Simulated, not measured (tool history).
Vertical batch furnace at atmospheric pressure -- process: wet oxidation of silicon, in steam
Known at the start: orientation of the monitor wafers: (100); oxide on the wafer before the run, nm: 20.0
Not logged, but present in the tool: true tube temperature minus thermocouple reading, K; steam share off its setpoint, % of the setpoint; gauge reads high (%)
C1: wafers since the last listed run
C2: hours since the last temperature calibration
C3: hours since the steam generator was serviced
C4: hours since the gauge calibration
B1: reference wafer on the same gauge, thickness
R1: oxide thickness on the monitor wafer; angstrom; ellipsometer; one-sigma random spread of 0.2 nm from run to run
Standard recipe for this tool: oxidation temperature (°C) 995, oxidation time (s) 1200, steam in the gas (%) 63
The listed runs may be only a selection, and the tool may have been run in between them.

Run 1, hour 0.0: usual settings; C1 0; C2 3477.1; C3 3665.1; C4 266.9; B1 102.94. Result: R1 1239.0 angstrom.
Run 2, hour 15.4: usual settings; C1 260; C2 3492.5; C3 3680.5; C4 282.3; B1 102.98. Result: R1 1244.6 angstrom.
Run 3, hour 41.3: usual settings; C1 438; C2 3518.4; C3 3706.4; C4 308.2; B1 102.99. Result: R1 1239.0 angstrom.
Run 4, hour 59.1: usual settings; C1 301; C2 3536.2; C3 3724.2; C4 326.0; B1 103.04. Result: R1 1248.3 angstrom.
Run 5, hour 73.3: usual settings but steam in the gas (%) 68; C1 240; C2 3550.4; C3 3738.4; C4 340.2; B1 102.95. Result: R1 1313.0 angstrom.
Run 6, hour 107.7: usual settings but steam in the gas (%) 68; C1 582; C2 3584.8; C3 3772.8; C4 374.6; B1 103.02. Result: R1 1317.3 angstrom.
Run 7, hour 131.5: usual settings; C1 403; C2 3608.6; C3 3796.6; C4 398.4; B1 103.01. Result: R1 1247.0 angstrom.
At hour 229.3: steam generator serviced.
Run 8, hour 230.2: usual settings; C1 1265; C2 3707.3; C3 0.9; C4 497.1; B1 102.96. Result: R1 1326.7 angstrom.
At hour 267.5: thermocouples replaced and temperature profile calibrated.
Run 9, hour 268.0: usual settings; C1 233; C2 0.5; C3 38.7; C4 534.9; B1 102.99. Result: R1 1251.1 angstrom.
Run 10, hour 271.6: usual settings; C1 60; C2 4.1; C3 42.3; C4 538.5; B1 103.09. Result: R1 1251.0 angstrom.
At hour 291.8: gauge calibrated.
Run 11, hour 328.7: usual settings but steam in the gas (%) 58; C1 967; C2 61.2; C3 99.4; C4 36.9; B1 102.98. Result: R1 1175.6 angstrom.
Run 12, hour 348.5: usual settings but oxidation time (s) 1620; C1 335; C2 81.0; C3 119.2; C4 56.7; B1 103.01. Result: R1 1548.4 angstrom.
Run 13, hour 377.5: usual settings; C1 491; C2 110.0; C3 148.2; C4 85.7; B1 103.00. Result: R1 1248.8 angstrom.
Run 14, hour 399.1: usual settings but oxidation temperature (°C) 1016, oxidation time (s) 930, steam in the gas (%) 51; C1 365; C2 131.6; C3 169.8; C4 107.3; B1 102.93. Result: R1 1077.3 angstrom.
Run 15, hour 419.1: usual settings but steam in the gas (%) 70; C1 338; C2 151.6; C3 189.8; C4 127.3; B1 103.04. Result: R1 1342.3 angstrom.
Run 16, hour 493.1: usual settings but oxidation temperature (°C) 989; C1 1253; C2 225.6; C3 263.8; C4 201.3; B1 103.04. Result: R1 1173.4 angstrom.
Run 17, hour 520.7: usual settings but oxidation temperature (°C) 1003; C1 467; C2 253.2; C3 291.4; C4 228.9; B1 103.09. Result: R1 1334.5 angstrom.
Run 18, hour 551.0: usual settings but steam in the gas (%) 55; C1 513; C2 283.5; C3 321.7; C4 259.2; B1 102.99. Result: R1 1121.9 angstrom.
Run 19, hour 571.1: usual settings but oxidation temperature (°C) 1013, oxidation time (s) 1380, steam in the gas (%) 52; C1 340; C2 303.6; C3 341.8; C4 279.3; B1 103.04. Result: R1 1394.9 angstrom.
Run 20, hour 586.9: usual settings; C1 267; C2 319.4; C3 357.6; C4 295.1; B1 103.00. Result: R1 1234.5 angstrom.

Branching from run 20: 4 alternative next runs. What would each branch give?
Run A, hour 590.6: usual settings but oxidation temperature (°C) 1011; C1 62; C2 323.1; C3 361.3; C4 298.8; B1 ?. Result: R1 ?.
Run B, hour 590.6: usual settings but oxidation time (s) 960, steam in the gas (%) 72; C1 62; C2 323.1; C3 361.3; C4 298.8; B1 ?. Result: R1 ?.
Run C, hour 590.6: usual settings but oxidation temperature (°C) 1013; C1 62; C2 323.1; C3 361.3; C4 298.8; B1 ?. Result: R1 ?.
Run D, hour 590.6: usual settings but oxidation temperature (°C) 987, oxidation time (s) 750; C1 62; C2 323.1; C3 361.3; C4 298.8; B1 ?. Result: R1 ?.

run      B1      R1
  A  102.97  1428.9
  B  102.97  1161.5
  C  102.97  1453.6
  D  102.97   821.8
The same runs, with their run-to-run variation unchanged, on a tool lacking any hidden condition would have given:
run      R1
  A  1458.3
  B  1185.6
  C  1483.4
  D   838.3
